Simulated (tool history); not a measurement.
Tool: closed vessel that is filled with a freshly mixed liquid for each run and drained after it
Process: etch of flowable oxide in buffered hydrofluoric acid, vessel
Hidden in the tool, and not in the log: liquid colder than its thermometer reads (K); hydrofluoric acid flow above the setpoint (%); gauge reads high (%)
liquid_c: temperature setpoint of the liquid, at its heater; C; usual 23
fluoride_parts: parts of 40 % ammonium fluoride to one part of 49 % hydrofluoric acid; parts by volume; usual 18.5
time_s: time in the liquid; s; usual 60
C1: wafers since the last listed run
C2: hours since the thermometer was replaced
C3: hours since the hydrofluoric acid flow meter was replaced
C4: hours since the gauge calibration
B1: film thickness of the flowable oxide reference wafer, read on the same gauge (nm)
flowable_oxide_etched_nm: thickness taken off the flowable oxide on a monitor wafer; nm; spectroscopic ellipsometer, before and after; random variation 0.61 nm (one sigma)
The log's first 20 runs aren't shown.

{"run": 21, "hour": 611.7, "liquid_c": 21.5, "fluoride_parts": 12.5, "time_s": 40, "C1": 2921, "C2": 82.3, "C3": 31.9, "C4": 519.2, "B1": 130.02, "flowable_oxide_etched_nm": 64.63}
{"run": 22, "hour": 646.9, "liquid_c": 23, "fluoride_parts": 18.5, "time_s": 60, "C1": 5193, "C2": 117.5, "C3": 67.1, "C4": 554.4, "B1": 130, "flowable_oxide_etched_nm": 73.42}
{"run": 23, "hour": 665.1, "liquid_c": 23, "fluoride_parts": 18.5, "time_s": 60, "C1": 2685, "C2": 135.7, "C3": 85.3, "C4": 572.6, "B1": 130, "flowable_oxide_etched_nm": 72.41}
{"run": 24, "hour": 710.7, "liquid_c": 19, "fluoride_parts": 18.5, "time_s": 60, "C1": 6728, "C2": 181.3, "C3": 130.9, "C4": 618.2, "B1": 129.99, "flowable_oxide_etched_nm": 57.14}
{"run": 25, "hour": 735.7, "liquid_c": 23, "fluoride_parts": 18.5, "time_s": 60, "C1": 3688, "C2": 206.3, "C3": 155.9, "C4": 643.2, "B1": 129.98, "flowable_oxide_etched_nm": 71.62}
{"run": 26, "hour": 766.7, "liquid_c": 23, "fluoride_parts": 18.5, "time_s": 60, "C1": 4574, "C2": 237.3, "C3": 186.9, "C4": 674.2, "B1": 129.98, "flowable_oxide_etched_nm": 70.69}
{"run": 27, "hour": 789.6, "liquid_c": 25, "fluoride_parts": 15.5, "time_s": 60, "C1": 3378, "C2": 260.2, "C3": 209.8, "C4": 697.1, "B1": 129.98, "flowable_oxide_etched_nm": 95.66}
{"run": 28, "hour": 817.5, "liquid_c": 23, "fluoride_parts": 23, "time_s": 60, "C1": 4116, "C2": 288.1, "C3": 237.7, "C4": 725, "B1": 130.01, "flowable_oxide_etched_nm": 60.4}
{"run": 29, "hour": 833.2, "liquid_c": 26, "fluoride_parts": 15.5, "time_s": 60, "C1": 2316, "C2": 303.8, "C3": 253.4, "C4": 740.7, "B1": 130.01, "flowable_oxide_etched_nm": 100.43}
{"run": 30, "hour": 861.7, "liquid_c": 23, "fluoride_parts": 16, "time_s": 60, "C1": 4205, "C2": 332.3, "C3": 281.9, "C4": 769.2, "B1": 129.98, "flowable_oxide_etched_nm": 82.34}
{"run": 31, "hour": 929.0, "liquid_c": 26, "fluoride_parts": 25.5, "time_s": 90, "C1": 9930, "C2": 399.6, "C3": 349.2, "C4": 836.5, "B1": 130.02, "flowable_oxide_etched_nm": 96.17}
{"run": 32, "hour": 951.5, "liquid_c": 23, "fluoride_parts": 22, "time_s": 80, "C1": 3319, "C2": 422.1, "C3": 371.7, "C4": 859, "B1": 130.01, "flowable_oxide_etched_nm": 82.62}
{"run": 33, "hour": 991.6, "liquid_c": 23, "fluoride_parts": 22, "time_s": 60, "C1": 5916, "C2": 462.2, "C3": 411.8, "C4": 899.1, "B1": 129.98, "flowable_oxide_etched_nm": 61.77}

Forecast each of these 4 alternatives for the next run:
{"run": "A", "hour": 992.3, "liquid_c": 23, "fluoride_parts": 18.5, "time_s": 60, "C1": 103, "C2": 462.9, "C3": 412.5, "C4": 899.8, "B1": "?", "flowable_oxide_etched_nm": "?"}
{"run": "B", "hour": 992.3, "liquid_c": 25, "fluoride_parts": 24, "time_s": 90, "C1": 103, "C2": 462.9, "C3": 412.5, "C4": 899.8, "B1": "?", "flowable_oxide_etched_nm": "?"}
{"run": "C", "hour": 992.3, "liquid_c": 19.5, "fluoride_parts": 15.5, "time_s": 90, "C1": 103, "C2": 462.9, "C3": 412.5, "C4": 899.8, "B1": "?", "flowable_oxide_etched_nm": "?"}
{"run": "D", "hour": 992.3, "liquid_c": 23, "fluoride_parts": 15.5, "time_s": 85, "C1": 103, "C2": 462.9, "C3": 412.5, "C4": 899.8, "B1": "?", "flowable_oxide_etched_nm": "?"}

run=A B1=130.01 flowable_oxide_etched_nm=69.63
run=B B1=130.01 flowable_oxide_etched_nm=95.22
run=C B1=130.01 flowable_oxide_etched_nm=102.27
run=D B1=130.01 flowable_oxide_etched_nm=117.43
Without the tool's hidden state the same runs would have given:
run=A flowable_oxide_etched_nm=71.77
run=B flowable_oxide_etched_nm=98.12
run=C flowable_oxide_etched_nm=105.49
run=D flowable_oxide_etched_nm=121.04
